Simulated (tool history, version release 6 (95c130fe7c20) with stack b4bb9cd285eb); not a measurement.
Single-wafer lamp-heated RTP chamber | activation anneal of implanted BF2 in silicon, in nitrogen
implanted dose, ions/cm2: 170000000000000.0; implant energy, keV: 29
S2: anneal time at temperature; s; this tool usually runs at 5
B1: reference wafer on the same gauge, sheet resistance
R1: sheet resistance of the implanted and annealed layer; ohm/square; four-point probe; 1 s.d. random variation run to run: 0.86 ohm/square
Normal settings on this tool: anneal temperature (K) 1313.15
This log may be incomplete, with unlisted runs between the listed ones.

{"run": 1, "hour": 0.0, "anneal temperature (K)": 1313.15, "S2": 3, "B1": 514.82, "R1": 570.69}
{"run": 2, "hour": 70.8, "anneal temperature (K)": 1313.15, "S2": 3, "B1": 514.62, "R1": 569.72}
{"run": 3, "hour": 131.5, "anneal temperature (K)": 1313.15, "S2": 5, "B1": 514.33, "R1": 568.56}
{"run": 4, "hour": 174.9, "anneal temperature (K)": 1313.15, "S2": 5, "B1": 514.07, "R1": 568.4}
{"run": 5, "hour": 200.8, "anneal temperature (K)": 1313.15, "S2": 5, "B1": 514.01, "R1": 568.76}
{"run": 6, "hour": 246.5, "anneal temperature (K)": 1313.15, "S2": 5, "B1": 513.78, "R1": 567.47}
{"run": 7, "hour": 349.1, "anneal temperature (K)": 1322.15, "S2": 5, "B1": 513.04, "R1": 566.26}
{"run": 8, "hour": 411.2, "anneal temperature (K)": 1322.15, "S2": 5, "B1": 512.8, "R1": 565.1}
{"run": 9, "hour": 450.8, "anneal temperature (K)": 1313.15, "S2": 5, "B1": 512.56, "R1": 567.56}
{"run": 10, "hour": 495.4, "anneal temperature (K)": 1327.15, "S2": 6, "B1": 511.94, "R1": 564.69}
{"run": 11, "hour": 552.3, "anneal temperature (K)": 1327.15, "S2": 6, "B1": 511.69, "R1": 565.06}
{"hour": 571.3, "done": "pyrometer window cleaned and pyrometer calibrated"}
{"run": 12, "hour": 726.9, "anneal temperature (K)": 1329.15, "S2": 5, "B1": 510.34, "R1": 563.6}
{"run": 13, "hour": 759.3, "anneal temperature (K)": 1329.15, "S2": 5, "B1": 510.12, "R1": 562.28}
{"hour": 784.5, "done": "reflector plate cleaned"}
{"run": 14, "hour": 809.3, "anneal temperature (K)": 1313.15, "S2": 5, "B1": 509.61, "R1": 562.94}
{"run": 15, "hour": 879.8, "anneal temperature (K)": 1313.15, "S2": 5, "B1": 508.9, "R1": 563.05}
{"hour": 940.1, "done": "gauge calibrated"}
{"run": 16, "hour": 943.4, "anneal temperature (K)": 1313.15, "S2": 4, "B1": 518.51, "R1": 574.45}
{"run": 17, "hour": 1010.8, "anneal temperature (K)": 1342.15, "S2": 5, "B1": 518.55, "R1": 572.33}
{"run": 18, "hour": 1053.1, "anneal temperature (K)": 1323.15, "S2": 4, "B1": 518.6, "R1": 574.85}
{"run": 19, "hour": 1078.5, "anneal temperature (K)": 1313.15, "S2": 5, "B1": 518.51, "R1": 574.4}
{"run": 20, "hour": 1139.8, "anneal temperature (K)": 1313.15, "S2": 5, "B1": 518.44, "R1": 574.23}
{"run": 21, "hour": 1183.6, "anneal temperature (K)": 1313.15, "S2": 5, "B1": 518.41, "R1": 575.59}
{"run": 22, "hour": 1211.7, "anneal temperature (K)": 1313.15, "S2": 6, "B1": 518.32, "R1": 572.85}
{"run": 23, "hour": 1248.1, "anneal temperature (K)": 1340.15, "S2": 4, "B1": 518.24, "R1": 572.01}
{"run": 24, "hour": 1318.7, "anneal temperature (K)": 1283.15, "S2": 8, "B1": 518.08, "R1": 573.26}
{"run": 25, "hour": 1384.1, "anneal temperature (K)": 1296.15, "S2": 5, "B1": 517.94, "R1": 575.17}
{"run": 26, "hour": 1429.6, "anneal temperature (K)": 1313.15, "S2": 8, "B1": 517.82, "R1": 572.03}
{"hour": 1445.3, "done": "pyrometer window cleaned and pyrometer calibrated"}
{"run": 27, "hour": 1498.9, "anneal temperature (K)": 1287.15, "S2": 6, "B1": 517.58, "R1": 572.43}
{"run": 28, "hour": 1549.7, "anneal temperature (K)": 1287.15, "S2": 8, "B1": 517.54, "R1": 572.25}
{"run": 29, "hour": 1574.4, "anneal temperature (K)": 1284.15, "S2": 5, "B1": 517.42, "R1": 573.69}
{"run": 30, "hour": 1644.8, "anneal temperature (K)": 1286.15, "S2": 7, "B1": 517.25, "R1": 573.63}
{"run": 31, "hour": 1690.5, "anneal temperature (K)": 1291.15, "S2": 7, "B1": 516.95, "R1": 572.28}
{"run": 32, "hour": 1721.0, "anneal temperature (K)": 1313.15, "S2": 6, "B1": 516.88, "R1": 572.09}
{"run": 33, "hour": 1765.0, "anneal temperature (K)": 1336.15, "S2": 6, "B1": 516.75, "R1": 569.52}

5 options for the next run, each taken on its own from the tool as it stands now. Forecast them:
{"run": "A", "hour": 1765.4, "anneal temperature (K)": 1288.15, "S2": 5, "B1": "?", "R1": "?"}
{"run": "B", "hour": 1765.4, "anneal temperature (K)": 1301.15, "S2": 3, "B1": "?", "R1": "?"}
{"run": "C", "hour": 1765.4, "anneal temperature (K)": 1334.15, "S2": 5, "B1": "?", "R1": "?"}
{"run": "D", "hour": 1765.4, "anneal temperature (K)": 1288.15, "S2": 8, "B1": "?", "R1": "?"}
{"run": "E", "hour": 1765.4, "anneal temperature (K)": 1338.15, "S2": 3, "B1": "?", "R1": "?"}

run=A B1=516.64 R1=573.01
run=B B1=516.64 R1=573.29
run=C B1=516.64 R1=570.65
run=D B1=516.64 R1=571.50
run=E B1=516.64 R1=572.32
Without the tool's unlogged condition, the same runs would have read:
run=A R1=574.58
run=B R1=574.85
run=C R1=572.21
run=D R1=573.06
run=E R1=573.89
